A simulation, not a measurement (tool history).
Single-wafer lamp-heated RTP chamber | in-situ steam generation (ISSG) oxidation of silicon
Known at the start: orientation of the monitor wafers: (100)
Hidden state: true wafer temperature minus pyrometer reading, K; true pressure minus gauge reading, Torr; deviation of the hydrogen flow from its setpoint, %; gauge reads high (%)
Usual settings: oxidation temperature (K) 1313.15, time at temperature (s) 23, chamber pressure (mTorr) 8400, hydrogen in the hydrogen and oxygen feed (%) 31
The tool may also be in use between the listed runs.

run,day,oxidation temperature (K),time at temperature (s),chamber pressure (mTorr),hydrogen in the hydrogen and oxygen feed (%),wafers since the last listed run,wafers since the last pyrometer calibration,hours since the pressure gauge was zeroed,hours since the hydrogen flow controller was replaced,hours since the gauge calibration,"read-back reference wafer on the same gauge, thickness",oxide thickness on the monitor wafer (angstrom)
1,0.000,1313.15,23,8400,32,0,121,2617.1,3478.4,241.0,6.912,72.17
2,1.638,1313.15,23,8400,32,607,728,2656.4,3517.7,280.3,6.902,73.20
3,4.371,1313.15,23,8400,31,1014,1743,2722.0,3583.3,345.9,6.916,74.84
# day 5.267: pyrometer window cleaned and pyrometer calibrated
# day 5.562: gauge calibrated
4,5.671,1302.15,23,8400,31,358,149,2753.2,3614.5,2.6,6.909,67.97
5,6.333,1302.15,23,8400,31,245,395,2769.1,3630.4,18.5,6.914,69.19
6,7.154,1324.15,23,8400,31,304,700,2788.8,3650.1,38.2,6.898,78.03
7,8.638,1324.15,23,8400,31,550,1251,2824.4,3685.7,73.8,6.917,79.26
# day 9.717: hydrogen flow controller replaced
8,9.738,1324.15,23,8400,31,284,1535,2850.8,0.5,100.2,6.906,80.42
9,10.454,1313.15,23,8400,28,266,1801,2868.0,17.7,117.4,6.922,73.95
# day 11.258: pyrometer window cleaned and pyrometer calibrated
10,12.454,1313.15,23,8400,28,618,443,2916.0,65.7,165.4,6.928,70.51
11,13.429,1313.15,29,8400,31,361,805,2939.4,89.1,188.8,6.909,83.57
12,14.871,1302.15,23,8400,31,535,1340,2974.0,123.7,223.4,6.915,70.28
13,15.588,1313.15,23,8400,31,266,1606,2991.2,140.9,240.6,6.906,74.14
# day 17.850: pyrometer window cleaned and pyrometer calibrated
14,18.217,1304.15,15,8900,32,852,135,3054.3,204.0,303.7,6.920,55.94
15,18.754,1313.15,23,8400,31,199,335,3067.2,216.9,316.6,6.908,72.01
# day 20.529: pressure gauge zeroed
16,20.550,1330.15,16,7900,24,542,877,0.5,260.0,359.7,6.911,63.02
17,21.096,1313.15,23,9300,32,202,1080,13.6,273.1,372.8,6.909,73.76
# day 21.175: gauge calibrated
18,21.812,1305.15,14,9200,31,266,1346,30.8,290.3,15.3,6.916,55.09
# day 23.342: pyrometer window cleaned and pyrometer calibrated
19,23.362,1320.15,26,9000,32,451,8,68.0,327.5,52.5,6.900,79.16
20,23.742,1313.15,30,8900,31,140,148,77.1,336.6,61.6,6.915,81.67
21,24.871,1303.15,23,8400,31,419,568,104.2,363.7,88.7,6.907,69.04
22,27.508,1313.15,14,8400,27,979,1547,167.5,427.0,152.0,6.908,55.65

Forecast each of these 3 alternatives for the next run:
A,27.525,1313.15,23,8400,31,6,1553,167.9,427.4,152.4,?,?
B,27.525,1313.15,29,7100,31,6,1553,167.9,427.4,152.4,?,?
C,27.525,1313.15,23,7600,32,6,1553,167.9,427.4,152.4,?,?

run,"read-back reference wafer on the same gauge, thickness",oxide thickness on the monitor wafer (angstrom)
A,6.916,74.51
B,6.916,84.67
C,6.916,75.65
Without the tool's hidden state the same runs would have given:
run,oxide thickness on the monitor wafer (angstrom)
A,71.51
B,81.12
C,72.61
